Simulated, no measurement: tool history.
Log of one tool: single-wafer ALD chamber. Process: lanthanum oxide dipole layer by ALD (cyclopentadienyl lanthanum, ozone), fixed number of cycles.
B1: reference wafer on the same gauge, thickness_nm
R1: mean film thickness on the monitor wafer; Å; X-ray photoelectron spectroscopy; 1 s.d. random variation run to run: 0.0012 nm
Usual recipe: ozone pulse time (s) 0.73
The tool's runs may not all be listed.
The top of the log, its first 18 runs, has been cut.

{"run": 19, "day": 22.288, "ozone pulse time (s)": 1.0, "B1": 0.426, "R1": 5.26}
{"run": 20, "day": 23.579, "ozone pulse time (s)": 1.01, "B1": 0.426, "R1": 5.26}
{"run": 21, "day": 24.246, "ozone pulse time (s)": 0.64, "B1": 0.426, "R1": 4.37}
{"day": 25.7, "done": "thermocouple changed; heater temperature recalibrated"}
{"day": 25.792, "done": "ozone generator serviced"}
{"run": 22, "day": 25.812, "ozone pulse time (s)": 0.99, "B1": 0.426, "R1": 5.33}
{"run": 23, "day": 26.817, "ozone pulse time (s)": 0.97, "B1": 0.426, "R1": 5.28}
{"run": 24, "day": 27.842, "ozone pulse time (s)": 0.73, "B1": 0.426, "R1": 4.74}
{"run": 25, "day": 29.146, "ozone pulse time (s)": 0.83, "B1": 0.426, "R1": 5.01}
{"run": 26, "day": 30.267, "ozone pulse time (s)": 0.49, "B1": 0.426, "R1": 3.92}
{"run": 27, "day": 31.083, "ozone pulse time (s)": 0.51, "B1": 0.426, "R1": 4.0}
{"run": 28, "day": 32.429, "ozone pulse time (s)": 0.93, "B1": 0.426, "R1": 5.19}
{"run": 29, "day": 33.317, "ozone pulse time (s)": 0.62, "B1": 0.426, "R1": 4.39}
{"run": 30, "day": 34.421, "ozone pulse time (s)": 0.73, "B1": 0.426, "R1": 4.74}
{"run": 31, "day": 35.317, "ozone pulse time (s)": 0.63, "B1": 0.426, "R1": 4.43}

Predict each of these 3 candidate next runs independently; none follows another, all start after run 31:
{"run": "A", "day": 35.333, "ozone pulse time (s)": 0.66, "B1": "?", "R1": "?"}
{"run": "B", "day": 35.333, "ozone pulse time (s)": 0.54, "B1": "?", "R1": "?"}
{"run": "C", "day": 35.333, "ozone pulse time (s)": 0.47, "B1": "?", "R1": "?"}

run=A B1=0.426 R1=4.52
run=B B1=0.426 R1=4.10
run=C B1=0.426 R1=3.81
Without the tool's unlogged condition, the same runs would have read:
run=A R1=4.55
run=B R1=4.14
run=C R1=3.85
